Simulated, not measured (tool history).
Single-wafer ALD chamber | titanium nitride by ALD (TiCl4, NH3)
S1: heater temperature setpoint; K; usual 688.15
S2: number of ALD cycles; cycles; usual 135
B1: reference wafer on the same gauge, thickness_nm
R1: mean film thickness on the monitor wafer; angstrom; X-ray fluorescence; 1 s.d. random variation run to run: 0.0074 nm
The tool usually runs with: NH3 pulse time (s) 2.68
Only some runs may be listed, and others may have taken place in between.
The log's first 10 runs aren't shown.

Run 11, day 14.483: usual settings; B1 2.622. Result: R1 30.14 angstrom.
Run 12, day 15.612: usual settings; B1 2.624. Result: R1 30.17 angstrom.
Run 13, day 16.321: usual settings but S1 697.15 K; B1 2.622. Result: R1 30.06 angstrom.
Run 14, day 17.342: usual settings but S1 697.15 K; B1 2.625. Result: R1 30.23 angstrom.
Run 15, day 18.358: usual settings but S1 697.15 K; B1 2.629. Result: R1 30.20 angstrom.
Run 16, day 18.883: usual settings but NH3 pulse time (s) 2.24; B1 2.629. Result: R1 30.05 angstrom.
Run 17, day 19.412: usual settings but NH3 pulse time (s) 2.24; B1 2.630. Result: R1 30.02 angstrom.
Run 18, day 20.183: usual settings but NH3 pulse time (s) 3.32; B1 2.631. Result: R1 30.29 angstrom.
At day 20.396: gauge calibrated.
Run 19, day 21.254: usual settings but S1 694.15 K, NH3 pulse time (s) 3.41; B1 2.585. Result: R1 29.68 angstrom.
Run 20, day 22.417: usual settings but S1 699.15 K, S2 120 cycles; B1 2.586. Result: R1 26.37 angstrom.
Run 21, day 22.979: usual settings but S1 696.15 K, S2 147 cycles, NH3 pulse time (s) 3.47; B1 2.587. Result: R1 32.37 angstrom.
Run 22, day 24.071: usual settings; B1 2.586. Result: R1 29.63 angstrom.
Run 23, day 24.767: usual settings; B1 2.586. Result: R1 29.85 angstrom.
Run 24, day 25.779: usual settings but S1 696.15 K; B1 2.587. Result: R1 29.71 angstrom.
Run 25, day 26.812: usual settings but NH3 pulse time (s) 2.11; B1 2.587. Result: R1 29.49 angstrom.
Run 26, day 27.429: usual settings but S1 682.15 K, NH3 pulse time (s) 3.11; B1 2.586. Result: R1 29.72 angstrom.
At day 28.700: showerhead replaced.
Run 27, day 28.842: usual settings but S1 701.15 K, S2 151 cycles, NH3 pulse time (s) 2.41; B1 2.586. Result: R1 33.19 angstrom.
Run 28, day 30.846: usual settings but S2 143 cycles, NH3 pulse time (s) 3.57; B1 2.588. Result: R1 31.70 angstrom.
Run 29, day 32.183: usual settings but NH3 pulse time (s) 2.37; B1 2.588. Result: R1 29.56 angstrom.
Run 30, day 33.642: usual settings but S1 682.15 K, NH3 pulse time (s) 3.11; B1 2.588. Result: R1 29.86 angstrom.

Predict the results of run 31:
Run 31, day 34.392: usual settings but S1 696.15 K, NH3 pulse time (s) 2.30; B1 ?. Result: R1 ?.

Run 31 measured B1 2.590, R1 29.76 angstrom.
On a tool with no hidden condition, and with the same random variation, this run would have come out at R1 29.77 angstrom.

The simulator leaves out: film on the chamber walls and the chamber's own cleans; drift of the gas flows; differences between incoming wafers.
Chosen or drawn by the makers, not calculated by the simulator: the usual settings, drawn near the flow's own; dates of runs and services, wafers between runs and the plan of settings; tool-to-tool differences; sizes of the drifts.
